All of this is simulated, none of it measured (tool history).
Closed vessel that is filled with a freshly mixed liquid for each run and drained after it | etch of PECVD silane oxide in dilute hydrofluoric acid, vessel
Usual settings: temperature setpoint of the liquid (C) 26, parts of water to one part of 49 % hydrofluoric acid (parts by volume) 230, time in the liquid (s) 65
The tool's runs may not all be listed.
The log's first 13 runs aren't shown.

run	hour	temperature setpoint of the liquid (C)	parts of water to one part of 49 % hydrofluoric acid (parts by volume)	time in the liquid (s)	wafers since the last listed run	hours since the thermometer was replaced	hours since the hydrofluoric acid flow meter was replaced	hours since the gauge calibration	read-back film thickness of the PECVD silane oxide reference wafer, read on the same gauge (nm)	thickness taken off the PECVD silane oxide on a monitor wafer (angstrom)
# hour 1005.6: hydrofluoric acid flow meter replaced
14	1122.5	26	230	65	37043	836.9	116.9	3022.8	80.005	41.87
15	1186.8	29	175	100	7876	901.2	181.2	3087.1	80.017	100.31
16	1282.3	26	230	75	11698	996.7	276.7	3182.6	80.015	49.1
# hour 1331.7: thermometer replaced
17	1368.8	26	230	40	10473	37.1	363.2	3269.1	80.01	24.37
18	1443.2	31	230	90	9113	111.5	437.6	3343.5	79.998	63.88
# hour 1521.2: gauge calibrated
19	1538.8	22.5	230	65	11710	207.1	533.2	17.6	80.001	34.2
20	1598	26	230	65	7251	266.3	592.4	76.8	80.013	39.12
# hour 1604.4: hydrofluoric acid flow meter replaced
21	1639.7	28	320	65	4985	308	35.3	118.5	79.988	28.81
22	1692.3	26	230	90	6443	360.6	87.9	171.1	79.981	56.74
23	1779.7	26	230	65	10706	448	175.3	258.5	79.991	41.05
24	1831.4	26	150	35	6333	499.7	227	310.2	80.012	36.92
25	1959.5	21.5	155	65	15692	627.8	355.1	438.3	79.991	55.78
26	2044.8	26	230	65	10449	713.1	440.4	523.6	79.998	39.77
27	2115.5	26	230	65	8660	783.8	511.1	594.3	80.001	40.16
# hour 2197.9: hydrofluoric acid flow meter replaced
28	2220.4	26	145	65	12727	888.7	22.5	699.2	79.959	75.97
# hour 2240.9: thermometer replaced
29	2322.3	23.5	300	45	12360	81.4	124.4	801.1	80.009	18.42
30	2629.1	26	230	65	37582	388.2	431.2	1107.9	80.002	40.08
31	2732	21.5	260	65	12605	491.1	534.1	1210.8	79.992	28.43
# hour 2806.4: hydrofluoric acid flow meter replaced
32	2824.6	30.5	340	30	11220	583.7	18.2	1303.4	79.984	13.36
33	2861.9	22	230	55	4569	621	55.5	1340.7	80.022	30.64

3 ways to go on from here, each from the tool as it stands after run 33. What would each give?
A	2862.6	28	230	65	85	621.7	56.2	1341.4	?	?
B	2862.6	29.5	125	40	85	621.7	56.2	1341.4	?	?
C	2862.6	24.5	295	90	85	621.7	56.2	1341.4	?	?

run	read-back film thickness of the PECVD silane oxide reference wafer, read on the same gauge (nm)	thickness taken off the PECVD silane oxide on a monitor wafer (angstrom)
A	80.017	44.94
B	80.017	61.32
C	80.017	40.11
Without the tool's hidden state the same runs would have given:
run	thickness taken off the PECVD silane oxide on a monitor wafer (angstrom)
A	44.25
B	60.16
C	39.51
